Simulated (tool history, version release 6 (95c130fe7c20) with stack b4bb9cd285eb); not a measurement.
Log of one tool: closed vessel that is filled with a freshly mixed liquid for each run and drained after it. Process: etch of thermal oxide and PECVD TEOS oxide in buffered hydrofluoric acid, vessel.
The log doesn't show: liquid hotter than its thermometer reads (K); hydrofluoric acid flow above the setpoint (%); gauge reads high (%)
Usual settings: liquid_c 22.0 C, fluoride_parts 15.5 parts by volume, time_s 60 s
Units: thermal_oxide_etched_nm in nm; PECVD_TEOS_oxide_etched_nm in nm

run,day,liquid_c,fluoride_parts,time_s,wafers since the last listed run,hours since the thermometer was replaced,hours since the hydrofluoric acid flow meter was replaced,hours since the gauge calibration,"read-back film thickness of the thermal oxide reference wafer, read on the same gauge (nm)","read-back film thickness of the PECVD TEOS oxide reference wafer, read on the same gauge (nm)",thermal_oxide_etched_nm,PECVD_TEOS_oxide_etched_nm
1,0.000,22.0,15.5,45,0,1660.8,2178.2,161.4,120.01,70.00,30.32,59.92
2,0.696,22.0,15.5,60,1075,1677.5,2194.9,178.1,119.99,70.00,40.98,81.56
3,1.704,22.0,15.5,60,1559,1701.7,2219.1,202.3,120.00,70.01,40.97,79.94
4,2.896,22.0,15.5,60,1842,1730.3,2247.7,230.9,120.00,70.01,40.63,80.24
# day 3.733: gauge calibrated
5,3.812,22.0,15.5,60,1417,1752.3,2269.7,1.9,120.00,70.01,41.03,80.84
6,4.675,22.0,15.5,60,1333,1773.0,2290.4,22.6,120.00,69.98,40.40,79.03
7,5.779,22.0,12.0,60,1707,1799.5,2316.9,49.1,119.99,70.00,52.41,102.68
8,6.471,22.0,12.0,60,1069,1816.1,2333.5,65.7,120.02,70.01,52.04,104.79
9,7.400,18.5,15.5,60,1436,1838.4,2355.8,88.0,120.01,70.01,33.46,66.46
10,7.954,22.0,15.5,60,856,1851.7,2369.1,101.3,120.00,70.00,40.77,79.75
11,8.896,22.0,15.5,60,1456,1874.3,2391.7,123.9,119.98,70.00,40.91,79.62
12,10.329,22.0,15.5,60,2216,1908.7,2426.1,158.3,119.99,70.01,41.00,80.71
13,11.292,22.0,15.5,60,1488,1931.8,2449.2,181.4,120.00,69.99,40.68,81.44
14,12.388,22.0,17.5,60,1694,1958.1,2475.5,207.7,120.00,69.99,35.99,71.08
15,13.129,26.5,20.0,45,1146,1975.9,2493.3,225.5,120.00,70.01,30.23,59.76
# day 14.250: gauge calibrated
16,14.546,22.0,15.5,60,2190,2009.9,2527.3,7.1,120.00,70.00,40.76,80.22
# day 15.133: hydrofluoric acid flow meter replaced
17,15.388,22.0,15.5,60,1237,2030.1,6.1,27.3,120.00,70.04,40.54,80.19
18,16.392,24.5,19.5,80,1552,2054.2,30.2,51.4,119.99,69.97,49.84,99.68
19,16.925,25.0,14.0,85,824,2067.0,43.0,64.2,119.99,69.98,75.03,148.28
20,17.508,22.0,20.5,60,902,2081.0,57.0,78.2,120.00,70.02,31.23,61.35
21,18.083,17.0,15.5,75,889,2094.8,70.8,92.0,120.01,69.99,38.26,76.45
# day 18.358: thermometer replaced
22,19.404,25.5,15.5,95,1977,25.1,102.5,123.7,119.99,69.97,77.81,157.10
23,20.104,22.0,15.5,60,1082,41.9,119.3,140.5,120.00,69.99,40.65,80.04
24,21.462,22.0,15.5,60,2100,74.5,151.9,173.1,120.01,70.03,41.10,81.47
25,22.138,22.0,15.5,60,1043,90.7,168.1,189.3,120.01,70.00,40.42,80.91
26,23.288,20.0,12.5,40,1778,118.3,195.7,216.9,119.98,69.97,29.97,58.83

Forecast each of these 4 alternatives for the next run:
A,23.317,22.0,15.5,60,45,119.0,196.4,217.6,?,?,?,?
B,23.317,19.5,15.5,80,45,119.0,196.4,217.6,?,?,?,?
C,23.317,22.0,14.0,45,45,119.0,196.4,217.6,?,?,?,?
D,23.317,18.5,15.5,40,45,119.0,196.4,217.6,?,?,?,?

run,"read-back film thickness of the thermal oxide reference wafer, read on the same gauge (nm)","read-back film thickness of the PECVD TEOS oxide reference wafer, read on the same gauge (nm)",thermal_oxide_etched_nm,PECVD_TEOS_oxide_etched_nm
A,119.99,70.01,40.61,80.47
B,119.99,70.01,47.10,93.32
C,119.99,70.01,33.67,66.70
D,119.99,70.01,22.26,44.10
Without the tool's hidden state the same runs would have given:
run,thermal_oxide_etched_nm,PECVD_TEOS_oxide_etched_nm
A,40.61,80.47
B,47.10,93.32
C,33.67,66.70
D,22.26,44.10
